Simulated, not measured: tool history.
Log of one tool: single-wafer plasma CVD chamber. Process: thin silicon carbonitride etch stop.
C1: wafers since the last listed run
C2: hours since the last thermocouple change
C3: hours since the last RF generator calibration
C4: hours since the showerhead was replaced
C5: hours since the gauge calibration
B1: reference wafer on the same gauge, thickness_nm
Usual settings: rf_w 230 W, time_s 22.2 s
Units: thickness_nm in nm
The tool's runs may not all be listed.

Run 1, day 0.000: usual settings; C1 0; C2 1793.3; C3 2207.5; C4 5484.7; C5 236.7; B1 14.901. Result: thickness_nm 13.417 nm.
Run 2, day 0.362: usual settings; C1 349; C2 1802.0; C3 2216.2; C4 5493.4; C5 245.4; B1 14.899. Result: thickness_nm 13.454 nm.
Run 3, day 0.750: usual settings; C1 373; C2 1811.3; C3 2225.5; C4 5502.7; C5 254.7; B1 14.907. Result: thickness_nm 13.479 nm.
Run 4, day 1.033: usual settings; C1 273; C2 1818.1; C3 2232.3; C4 5509.5; C5 261.5; B1 14.918. Result: thickness_nm 13.453 nm.
Run 5, day 2.983: usual settings; C1 1879; C2 1864.9; C3 2279.1; C4 5556.3; C5 308.3; B1 14.932. Result: thickness_nm 13.487 nm.
Run 6, day 3.638: usual settings; C1 630; C2 1880.6; C3 2294.8; C4 5572.0; C5 324.0; B1 14.932. Result: thickness_nm 13.492 nm.
Run 7, day 4.079: usual settings; C1 425; C2 1891.2; C3 2305.4; C4 5582.6; C5 334.6; B1 14.941. Result: thickness_nm 13.475 nm.
Run 8, day 4.767: usual settings but rf_w 220 W; C1 662; C2 1907.7; C3 2321.9; C4 5599.1; C5 351.1; B1 14.936. Result: thickness_nm 13.335 nm.
At day 5.550: showerhead replaced.
Run 9, day 5.571: usual settings but rf_w 220 W; C1 453; C2 1927.0; C3 2341.2; C4 0.5; C5 370.4; B1 14.945. Result: thickness_nm 13.379 nm.
Run 10, day 5.583: usual settings; C1 12; C2 1927.3; C3 2341.5; C4 0.8; C5 370.7; B1 14.951. Result: thickness_nm 13.529 nm.
Run 11, day 6.138: usual settings; C1 534; C2 1940.6; C3 2354.8; C4 14.1; C5 384.0; B1 14.959. Result: thickness_nm 13.505 nm.
At day 6.604: gauge calibrated.
At day 6.675: RF generator calibrated.
Run 12, day 6.704: usual settings; C1 224; C2 1954.2; C3 0.7; C4 27.7; C5 2.4; B1 14.775. Result: thickness_nm 13.348 nm.
Run 13, day 7.017: usual settings; C1 301; C2 1961.7; C3 8.2; C4 35.2; C5 9.9; B1 14.771. Result: thickness_nm 13.358 nm.
At day 7.654: thermocouple changed; heater temperature recalibrated.
Run 14, day 7.675: usual settings but rf_w 185 W, time_s 19.9 s; C1 313; C2 0.5; C3 24.0; C4 51.0; C5 25.7; B1 14.778. Result: thickness_nm 11.380 nm.
Run 15, day 7.942: usual settings but rf_w 255 W; C1 257; C2 6.9; C3 30.4; C4 57.4; C5 32.1; B1 14.790. Result: thickness_nm 13.708 nm.
Run 16, day 8.379: usual settings but time_s 24.7 s; C1 421; C2 17.4; C3 40.9; C4 67.9; C5 42.6; B1 14.780. Result: thickness_nm 14.870 nm.
Run 17, day 9.604: usual settings but rf_w 260 W, time_s 19.1 s; C1 1180; C2 46.8; C3 70.3; C4 97.3; C5 72.0; B1 14.806. Result: thickness_nm 11.840 nm.
Run 18, day 9.983: usual settings; C1 365; C2 55.9; C3 79.4; C4 106.4; C5 81.1; B1 14.804. Result: thickness_nm 13.377 nm.
Run 19, day 10.538: usual settings; C1 534; C2 69.2; C3 92.7; C4 119.7; C5 94.4; B1 14.811. Result: thickness_nm 13.354 nm.
Run 20, day 10.950: usual settings but rf_w 270 W, time_s 19.9 s; C1 397; C2 79.1; C3 102.6; C4 129.6; C5 104.3; B1 14.821. Result: thickness_nm 12.481 nm.
Run 21, day 11.696: usual settings but rf_w 255 W, time_s 26.2 s; C1 718; C2 97.0; C3 120.5; C4 147.5; C5 122.2; B1 14.822. Result: thickness_nm 16.199 nm.
Run 22, day 12.412: usual settings but rf_w 245 W, time_s 18.0 s; C1 690; C2 114.2; C3 137.7; C4 164.7; C5 139.4; B1 14.821. Result: thickness_nm 11.023 nm.
Run 23, day 13.071: usual settings but rf_w 220 W, time_s 26.2 s; C1 634; C2 130.0; C3 153.5; C4 180.5; C5 155.2; B1 14.835. Result: thickness_nm 15.632 nm.
Run 24, day 13.512: usual settings but rf_w 265 W, time_s 20.5 s; C1 425; C2 140.6; C3 164.1; C4 191.1; C5 165.8; B1 14.837. Result: thickness_nm 12.836 nm.
Run 25, day 13.996: usual settings but rf_w 245 W, time_s 20.5 s; C1 465; C2 152.2; C3 175.7; C4 202.7; C5 177.4; B1 14.846. Result: thickness_nm 12.574 nm.

Run 26 comes next. What will it give?
Run 26, day 14.496: usual settings but rf_w 200 W; C1 481; C2 164.2; C3 187.7; C4 214.7; C5 189.4; B1 ?. Result: thickness_nm ?.

B1: 14.841
thickness_nm: 12.924 nm
Without the tool's hidden state the same run would have given thickness_nm 12.882 nm.
